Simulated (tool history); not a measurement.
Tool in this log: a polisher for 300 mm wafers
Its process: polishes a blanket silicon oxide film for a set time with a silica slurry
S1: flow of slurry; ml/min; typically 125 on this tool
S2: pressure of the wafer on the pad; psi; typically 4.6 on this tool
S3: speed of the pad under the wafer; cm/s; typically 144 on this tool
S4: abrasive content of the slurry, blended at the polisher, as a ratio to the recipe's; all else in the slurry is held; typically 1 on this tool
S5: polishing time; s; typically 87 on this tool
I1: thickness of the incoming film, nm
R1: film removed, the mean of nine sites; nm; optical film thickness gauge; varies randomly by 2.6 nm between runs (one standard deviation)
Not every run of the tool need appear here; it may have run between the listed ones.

run	hour	S1	S2	S3	S4	S5	I1	R1
1	0	125	4.6	154	1	95	1354.2	438.5
2	28.3	125	5.6	98	0.8	101	1353	335.6
3	41.7	125	4.6	144	1	87	1364.9	377.6
4	59.2	110	4.6	144	1	57	1345.6	241.5
5	72.9	125	4.6	144	1	87	1351.7	376.1
6	124.1	90	5.6	162	1.1	87	1323.7	489.9
7	150.3	140	4.6	144	1.1	87	1351	403.7
# hour 173.6: worn pad replaced by a new one
8	175.6	125	3.3	182	0.9	87	1341.1	312.3
9	207.5	105	4.6	144	0.85	87	1371.9	320.9
10	237.7	145	4.2	188	1	59	1350.7	294
11	269.1	125	5.4	144	0.9	67	1348.7	303
# hour 298.3: head pressure recalibrated
# hour 302.3: conditioning disc replaced and pad reconditioned
12	302.8	85	3.1	114	0.85	87	1353.3	174.5
13	319.1	140	4.6	144	0.9	87	1346.3	342.4
# hour 328.5: slurry blender recalibrated
14	380.7	125	3.6	104	0.85	87	1350.8	212.1
# hour 396.3: worn pad replaced by a new one
15	410.6	90	4.6	110	1	87	1337.4	283.9
16	444.5	125	4.6	98	0.7	87	1324	216.6
17	470	125	4.6	144	1	87	1370.8	376.3
18	497	125	4.6	144	1.2	76	1365.1	363
19	513.9	125	4.6	144	0.75	87	1364.8	310
20	539.2	95	4.6	144	1	87	1353.5	351.3
21	558.9	125	4.6	144	1	87	1350.1	368.8
22	583.1	125	4.6	144	1.25	58	1371	275.3
# hour 589.1: slurry nozzle cleaned
# hour 608.1: slurry blender recalibrated
23	617.5	125	4.6	128	1	87	1360.6	346.1
# hour 633.7: worn pad replaced by a new one
24	642.4	140	4.6	144	1	87	1335.8	388.2
25	666.4	125	4.6	144	1.25	96	1357.1	472.7

Forecast each of these 4 alternatives for the next run:
A	666.8	125	4.6	144	1	87	1334.2	?
B	666.8	95	3.8	144	1	87	1334.2	?
C	666.8	110	5.7	144	1	87	1334.2	?
D	666.8	125	5.4	144	1	87	1334.2	?

run	R1
A	379.1
B	301.5
C	450
D	439
Without the tool's hidden state the same runs would have given:
run	R1
A	380.6
B	302.8
C	451.8
D	440.8
